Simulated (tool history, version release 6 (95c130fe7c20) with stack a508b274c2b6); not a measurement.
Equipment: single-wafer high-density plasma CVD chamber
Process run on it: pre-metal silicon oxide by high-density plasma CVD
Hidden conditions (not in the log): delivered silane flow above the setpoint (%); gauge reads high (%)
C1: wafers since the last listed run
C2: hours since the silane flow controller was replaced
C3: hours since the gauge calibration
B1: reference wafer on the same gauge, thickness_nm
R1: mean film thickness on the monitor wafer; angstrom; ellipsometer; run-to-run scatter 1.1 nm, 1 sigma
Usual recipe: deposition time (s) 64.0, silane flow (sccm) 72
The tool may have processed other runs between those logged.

Run 1, day 0.000: usual settings; C1 0; C2 3812.1; C3 377.4; B1 480.166. Result: R1 4419.99 angstrom.
Run 2, day 1.000: usual settings; C1 403; C2 3836.1; C3 401.4; B1 479.921. Result: R1 4427.66 angstrom.
Run 3, day 2.208: usual settings; C1 487; C2 3865.1; C3 430.4; B1 480.352. Result: R1 4416.74 angstrom.
Run 4, day 2.888: usual settings but deposition time (s) 72.9; C1 274; C2 3881.4; C3 446.7; B1 479.975. Result: R1 5011.76 angstrom.
Run 5, day 4.117: usual settings but deposition time (s) 72.9; C1 496; C2 3910.9; C3 476.2; B1 479.911. Result: R1 5025.44 angstrom.
Run 6, day 4.642: usual settings but deposition time (s) 72.9; C1 211; C2 3923.5; C3 488.8; B1 479.534. Result: R1 5012.41 angstrom.
Run 7, day 6.050: usual settings; C1 568; C2 3957.3; C3 522.6; B1 479.889. Result: R1 4440.17 angstrom.
Run 8, day 7.238: usual settings but deposition time (s) 54.9; C1 479; C2 3985.8; C3 551.1; B1 480.078. Result: R1 3776.68 angstrom.
Run 9, day 8.346: usual settings but deposition time (s) 54.9; C1 447; C2 4012.4; C3 577.7; B1 480.145. Result: R1 3799.82 angstrom.
Run 10, day 9.508: usual settings but deposition time (s) 68.9; C1 469; C2 4040.3; C3 605.6; B1 480.063. Result: R1 4746.99 angstrom.
Run 11, day 10.846: usual settings but deposition time (s) 72.4; C1 539; C2 4072.4; C3 637.7; B1 479.974. Result: R1 4989.12 angstrom.
Run 12, day 12.321: usual settings but deposition time (s) 72.4; C1 595; C2 4107.8; C3 673.1; B1 479.924. Result: R1 4985.77 angstrom.
Run 13, day 12.838: usual settings; C1 208; C2 4120.2; C3 685.5; B1 480.330. Result: R1 4394.84 angstrom.
Run 14, day 13.483: usual settings but deposition time (s) 74.0; C1 260; C2 4135.7; C3 701.0; B1 479.899. Result: R1 5089.84 angstrom.
At day 14.600: gauge calibrated.
Run 15, day 14.854: usual settings but deposition time (s) 74.0; C1 553; C2 4168.6; C3 6.1; B1 479.860. Result: R1 5080.50 angstrom.
Run 16, day 15.508: usual settings but deposition time (s) 74.0; C1 264; C2 4184.3; C3 21.8; B1 479.974. Result: R1 5085.86 angstrom.
Run 17, day 16.412: usual settings; C1 365; C2 4206.0; C3 43.5; B1 479.622. Result: R1 4386.91 angstrom.
Run 18, day 17.900: usual settings but deposition time (s) 69.8, silane flow (sccm) 77; C1 600; C2 4241.7; C3 79.2; B1 479.895. Result: R1 5104.24 angstrom.
Run 19, day 18.929: usual settings but deposition time (s) 72.3, silane flow (sccm) 65; C1 415; C2 4266.4; C3 103.9; B1 479.717. Result: R1 4480.94 angstrom.
Run 20, day 22.200: usual settings but deposition time (s) 67.9, silane flow (sccm) 81; C1 1320; C2 4344.9; C3 182.4; B1 480.280. Result: R1 5250.67 angstrom.
Run 21, day 22.775: usual settings but deposition time (s) 67.4, silane flow (sccm) 76; C1 232; C2 4358.7; C3 196.2; B1 480.132. Result: R1 4886.41 angstrom.
Run 22, day 23.417: usual settings but deposition time (s) 56.8, silane flow (sccm) 63; C1 259; C2 4374.1; C3 211.6; B1 479.689. Result: R1 3410.52 angstrom.
Run 23, day 24.221: usual settings but deposition time (s) 74.0; C1 324; C2 4393.4; C3 230.9; B1 479.797. Result: R1 5067.13 angstrom.
Run 24, day 24.879: usual settings but deposition time (s) 74.9, silane flow (sccm) 68; C1 265; C2 4409.2; C3 246.7; B1 479.728. Result: R1 4847.77 angstrom.
Run 25, day 26.267: usual settings but silane flow (sccm) 83; C1 560; C2 4442.5; C3 280.0; B1 479.969. Result: R1 5061.58 angstrom.
At day 26.621: silane flow controller replaced.
Run 26, day 26.829: usual settings but deposition time (s) 53.9, silane flow (sccm) 65; C1 92; C2 5.0; C3 293.5; B1 479.773. Result: R1 3547.92 angstrom.
Run 27, day 27.354: usual settings; C1 211; C2 17.6; C3 306.1; B1 480.147. Result: R1 4645.93 angstrom.
Run 28, day 28.467: usual settings but deposition time (s) 69.3, silane flow (sccm) 80; C1 449; C2 44.3; C3 332.8; B1 480.019. Result: R1 5640.68 angstrom.
Run 29, day 29.429: usual settings but silane flow (sccm) 86; C1 388; C2 67.4; C3 355.9; B1 480.193. Result: R1 5563.66 angstrom.
Run 30, day 30.121: usual settings; C1 279; C2 84.0; C3 372.5; B1 480.512. Result: R1 4642.91 angstrom.
Run 31, day 31.129: usual settings but silane flow (sccm) 84; C1 407; C2 108.2; C3 396.7; B1 480.110. Result: R1 5434.60 angstrom.
Run 32, day 32.358: usual settings but deposition time (s) 57.8, silane flow (sccm) 80; C1 496; C2 137.7; C3 426.2; B1 480.381. Result: R1 4673.48 angstrom.
Run 33, day 33.083: usual settings but deposition time (s) 53.5; C1 292; C2 155.1; C3 443.6; B1 480.084. Result: R1 3903.82 angstrom.
Run 34, day 34.038: usual settings but deposition time (s) 70.2, silane flow (sccm) 77; C1 385; C2 178.0; C3 466.5; B1 480.137. Result: R1 5457.68 angstrom.
Run 35, day 34.675: usual settings but deposition time (s) 68.0, silane flow (sccm) 77; C1 257; C2 193.3; C3 481.8; B1 479.853. Result: R1 5301.70 angstrom.

Hidden state at the last listed run before each entry between runs and at the first one after, where it differs:
In the gap between runs 14 and 15: gauge calibrated (day 14.600)
  delivered silane flow above the setpoint (%): -5.47 -> -5.51
  measured less the result without the state, R1: -294.37 -> -296.30 angstrom
In the gap between runs 25 and 26: silane flow controller replaced (day 26.621)
  delivered silane flow above the setpoint (%): -5.87 -> 0.165
  measured less the result without the state, R1: -315.83 -> +5.87 angstrom
